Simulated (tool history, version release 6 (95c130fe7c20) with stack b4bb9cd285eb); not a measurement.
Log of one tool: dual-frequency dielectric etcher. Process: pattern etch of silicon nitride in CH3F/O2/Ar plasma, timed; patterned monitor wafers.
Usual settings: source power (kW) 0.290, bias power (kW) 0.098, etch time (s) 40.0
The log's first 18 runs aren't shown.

| run | hour | source power (kW) | bias power (kW) | etch time (s) | read-back reference wafer on the same gauge, depth_nm | mean etch depth across the wafer (nm) |
|---|---|---|---|---|---|---|
| 19 | 1315.2 | 0.340 | 0.107 | 36.0 | 22.40 | 25.44 |
| 20 | 1393.3 | 0.260 | 0.098 | 40.0 | 22.39 | 23.06 |
| 21 | 1709.8 | 0.290 | 0.098 | 40.0 | 22.40 | 24.65 |
| 22 | 1812.5 | 0.290 | 0.077 | 31.5 | 22.40 | 17.84 |
| 23 | 1896.2 | 0.330 | 0.115 | 50.0 | 22.39 | 35.31 |
| 24 | 1948.1 | 0.290 | 0.098 | 40.0 | 22.41 | 24.63 |
| 25 | 2001.6 | 0.290 | 0.098 | 40.0 | 22.41 | 24.55 |
|  | 2030.4 | wet clean of the chamber |
| 26 | 2089.5 | 0.340 | 0.122 | 49.5 | 22.40 | 37.03 |
| 27 | 2130.1 | 0.290 | 0.092 | 31.0 | 22.41 | 18.91 |
| 28 | 2235.9 | 0.260 | 0.106 | 28.5 | 22.39 | 16.96 |
| 29 | 2282.8 | 0.290 | 0.098 | 32.0 | 22.41 | 19.88 |
| 30 | 2386.1 | 0.290 | 0.090 | 46.5 | 22.41 | 28.00 |

Forecast each of these 3 alternatives for the next run:
| A | 2386.5 | 0.290 | 0.098 | 40.0 | ? | ? |
| B | 2386.5 | 0.290 | 0.098 | 29.5 | ? | ? |
| C | 2386.5 | 0.250 | 0.098 | 31.5 | ? | ? |

| run | read-back reference wafer on the same gauge, depth_nm | mean etch depth across the wafer (nm) |
|---|---|---|
| A | 22.40 | 24.85 |
| B | 22.40 | 18.33 |
| C | 22.40 | 17.70 |
Without the tool's hidden state the same runs would have given:
| run | mean etch depth across the wafer (nm) |
|---|---|
| A | 25.03 |
| B | 18.46 |
| C | 17.83 |
